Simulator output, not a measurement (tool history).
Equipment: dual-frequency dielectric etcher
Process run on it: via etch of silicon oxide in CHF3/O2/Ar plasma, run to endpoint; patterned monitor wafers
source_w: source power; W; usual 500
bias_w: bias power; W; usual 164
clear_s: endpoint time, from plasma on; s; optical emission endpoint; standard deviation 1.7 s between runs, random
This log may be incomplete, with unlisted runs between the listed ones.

run   hour  source_w  bias_w  wafers since the last listed run  hours since the last wet clean  hours since the last source power generator calibration  hours since the last bias power generator calibration  hours since the last upper electrode change  incoming incoming film thickness, nm  clear_s
  1    0.0       540     164                                 0                           351.6                                                   5025.3                                                 4974.2                                       1981.8                                 745.8    410.1
  2   13.0       540     164                                73                           364.6                                                   5038.3                                                 4987.2                                       1994.8                                 744.1    408.1
  3   23.0       500     164                                56                           374.6                                                   5048.3                                                 4997.2                                       2004.8                                 749.8    425.8
  4   34.5       500     164                                64                           386.1                                                   5059.8                                                 5008.7                                       2016.3                                 753.9    430.8
  5   44.4       500     164                                55                           396.0                                                   5069.7                                                 5018.6                                       2026.2                                 748.1    429.1
  6   52.7       560     164                                46                           404.3                                                   5078.0                                                 5026.9                                       2034.5                                 741.3    400.6
      63.2  -- source power generator calibrated
      82.4  -- wet clean of the chamber
     106.2  -- upper electrode replaced
  7  106.7       560     164                                39                            24.3                                                     43.5                                                 5080.9                                          0.5                                 748.7    390.7
  8  107.1       430     185                                 2                            24.7                                                     43.9                                                 5081.3                                          0.9                                 751.2    429.6
  9  107.5       540     139                                 2                            25.1                                                     44.3                                                 5081.7                                          1.3                                 756.4    423.0
 10  107.9       560     164                                 2                            25.5                                                     44.7                                                 5082.1                                          1.7                                 737.0    385.4
 11  114.2       390     126                                35                            31.8                                                     51.0                                                 5088.4                                          8.0                                 749.7    507.7
 12  127.5       610     164                                74                            45.1                                                     64.3                                                 5101.7                                         21.3                                 750.3    378.1
     147.6  -- bias power generator calibrated
 13  148.1       420     128                                93                            65.7                                                     84.9                                                    0.5                                         41.9                                 747.5    482.4

What does the tool deliver on the next run?
 14  189.7       420     128                               233                           107.3                                                    126.5                                                   42.1                                         83.5                                 753.2        ?

{"run 14": {"clear_s": 490.8}}
Had the tool carried no hidden state, the very same run would have given clear_s 484.1 s.

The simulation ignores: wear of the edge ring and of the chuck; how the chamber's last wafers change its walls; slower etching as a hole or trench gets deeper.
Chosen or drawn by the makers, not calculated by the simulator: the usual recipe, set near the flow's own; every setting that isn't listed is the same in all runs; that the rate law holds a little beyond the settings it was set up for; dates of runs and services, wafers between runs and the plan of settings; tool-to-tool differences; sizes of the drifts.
